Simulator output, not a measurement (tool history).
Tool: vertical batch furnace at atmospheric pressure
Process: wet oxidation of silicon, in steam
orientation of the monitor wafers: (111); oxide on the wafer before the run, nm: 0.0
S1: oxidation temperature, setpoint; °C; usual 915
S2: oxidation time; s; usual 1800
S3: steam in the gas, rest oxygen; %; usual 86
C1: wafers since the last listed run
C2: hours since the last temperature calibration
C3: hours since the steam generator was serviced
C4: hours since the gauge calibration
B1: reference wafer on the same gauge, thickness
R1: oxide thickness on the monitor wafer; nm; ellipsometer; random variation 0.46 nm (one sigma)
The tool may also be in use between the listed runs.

| run | hour | S1 | S2 | S3 | C1 | C2 | C3 | C4 | B1 | R1 |
|---|---|---|---|---|---|---|---|---|---|---|
| 1 | 0 | 915 | 1800 | 86 | 0 | 3032.6 | 193.4 | 711.2 | 101.03 | 130.6 |
| 2 | 71.6 | 915 | 1800 | 86 | 1287 | 3104.2 | 265 | 782.8 | 101.01 | 130.93 |
| 3 | 144.8 | 915 | 1800 | 86 | 1316 | 3177.4 | 338.2 | 856 | 101.02 | 131.06 |
| 4 | 247.8 | 898 | 1350 | 86 | 1852 | 3280.4 | 441.2 | 959 | 100.92 | 83.4 |
| 5 | 342.5 | 915 | 1800 | 86 | 1703 | 3375.1 | 535.9 | 1053.7 | 101.04 | 131.57 |
| 6 | 401.6 | 915 | 1800 | 86 | 1063 | 3434.2 | 595 | 1112.8 | 101 | 131.75 |
| 7 | 463.2 | 927 | 1800 | 86 | 1108 | 3495.8 | 656.6 | 1174.4 | 101.07 | 148.5 |
|  | 483.4 | gauge calibrated |
| 8 | 518.1 | 927 | 1800 | 86 | 987 | 3550.7 | 711.5 | 34.7 | 100.99 | 147.41 |
| 9 | 603.5 | 927 | 1800 | 86 | 1536 | 3636.1 | 796.9 | 120.1 | 101.05 | 148.52 |
| 10 | 707.5 | 915 | 1800 | 86 | 1870 | 3740.1 | 900.9 | 224.1 | 101.01 | 131.43 |
| 11 | 780.6 | 915 | 1800 | 86 | 1314 | 3813.2 | 974 | 297.2 | 101.05 | 132.75 |
| 12 | 821.5 | 915 | 1800 | 86 | 735 | 3854.1 | 1014.9 | 338.1 | 101.11 | 131.93 |
| 13 | 894.9 | 915 | 2490 | 91 | 1320 | 3927.5 | 1088.3 | 411.5 | 100.93 | 179.61 |
| 14 | 942.2 | 915 | 2490 | 91 | 850 | 3974.8 | 1135.6 | 458.8 | 101.02 | 181.09 |
| 15 | 1004.1 | 915 | 2490 | 91 | 1113 | 4036.7 | 1197.5 | 520.7 | 101.02 | 180.95 |
|  | 1091.8 | thermocouples replaced and temperature profile calibrated |
|  | 1097.2 | steam generator serviced |
| 16 | 1097.7 | 915 | 1800 | 86 | 1156 | 5.9 | 0.5 | 614.3 | 100.87 | 124.92 |
| 17 | 1112.5 | 915 | 1800 | 86 | 266 | 20.7 | 15.3 | 629.1 | 100.96 | 125.46 |
| 18 | 1216.9 | 915 | 1800 | 86 | 1877 | 125.1 | 119.7 | 733.5 | 101.06 | 125.63 |
| 19 | 1259.2 | 915 | 1800 | 86 | 760 | 167.4 | 162 | 775.8 | 101.13 | 126.14 |
| 20 | 1303.5 | 892 | 1290 | 74 | 796 | 211.7 | 206.3 | 820.1 | 101.1 | 60.44 |
| 21 | 1341.8 | 915 | 1260 | 79 | 688 | 250 | 244.6 | 858.4 | 100.97 | 85.91 |
| 22 | 1414.3 | 903 | 1800 | 86 | 1304 | 322.5 | 317.1 | 930.9 | 101.01 | 108.96 |
| 23 | 1488.9 | 915 | 1800 | 86 | 1341 | 397.1 | 391.7 | 1005.5 | 101 | 126.52 |
| 24 | 1543.6 | 915 | 960 | 86 | 983 | 451.8 | 446.4 | 1060.2 | 101 | 73.22 |
| 25 | 1600.2 | 915 | 1800 | 86 | 1018 | 508.4 | 503 | 1116.8 | 101.01 | 126.53 |
| 26 | 1680.1 | 904 | 1800 | 97 | 1437 | 588.3 | 582.9 | 1196.7 | 100.85 | 123.13 |
| 27 | 1753 | 895 | 990 | 91 | 1311 | 661.2 | 655.8 | 1269.6 | 101.05 | 60.26 |
| 28 | 1941.3 | 915 | 1800 | 86 | 3387 | 849.5 | 844.1 | 1457.9 | 100.99 | 127.67 |
|  | 1993.5 | gauge calibrated |
| 29 | 2002.7 | 915 | 1800 | 75 | 1104 | 910.9 | 905.5 | 9.2 | 101.02 | 113.29 |
| 30 | 2048.3 | 915 | 1800 | 86 | 820 | 956.5 | 951.1 | 54.8 | 100.93 | 127.65 |
| 31 | 2207.6 | 901 | 1020 | 86 | 2865 | 1115.8 | 1110.4 | 214.1 | 101.12 | 64.68 |
| 32 | 2289.2 | 915 | 1800 | 86 | 1467 | 1197.4 | 1192 | 295.7 | 100.96 | 127.73 |
| 33 | 2338.7 | 935 | 1800 | 94 | 890 | 1246.9 | 1241.5 | 345.2 | 101.06 | 167.73 |
| 34 | 2425.8 | 915 | 1800 | 86 | 1566 | 1334 | 1328.6 | 432.3 | 101.07 | 127.79 |
|  | 2519.3 | steam generator serviced |
| 35 | 2519.8 | 915 | 1800 | 76 | 1259 | 1428 | 0.5 | 526.3 | 101.05 | 115.51 |
| 36 | 2581.4 | 896 | 1800 | 86 | 1108 | 1489.6 | 62.1 | 587.9 | 101.01 | 100.83 |
| 37 | 2656.6 | 901 | 1800 | 86 | 1352 | 1564.8 | 137.3 | 663.1 | 100.98 | 108.5 |

What the log doesn't show, run by run:
steam share off its setpoint, % of the setpoint: 0 in every run
gauge reads high (%): 0 in every run
H1: true tube temperature minus thermocouple reading, K
| run | H1 |
|---|---|
| 1 | 3.56 |
| 2 | 3.63 |
| 3 | 3.71 |
| 4 | 3.82 |
| 5 | 3.92 |
| 6 | 3.98 |
| 7 | 4.05 |
| 8 | 4.11 |
| 9 | 4.2 |
| 10 | 4.31 |
| 11 | 4.38 |
| 12 | 4.43 |
| 13 | 4.51 |
| 14 | 4.56 |
| 15 | 4.62 |
| 16 | 0.0979 |
| 17 | 0.114 |
| 18 | 0.224 |
| 19 | 0.269 |
| 20 | 0.316 |
| 21 | 0.356 |
| 22 | 0.433 |
| 23 | 0.512 |
| 24 | 0.57 |
| 25 | 0.63 |
| 26 | 0.715 |
| 27 | 0.792 |
| 28 | 0.991 |
| 29 | 1.06 |
| 30 | 1.1 |
| 31 | 1.27 |
| 32 | 1.36 |
| 33 | 1.41 |
| 34 | 1.5 |
| 35 | 1.6 |
| 36 | 1.67 |
| 37 | 1.75 |
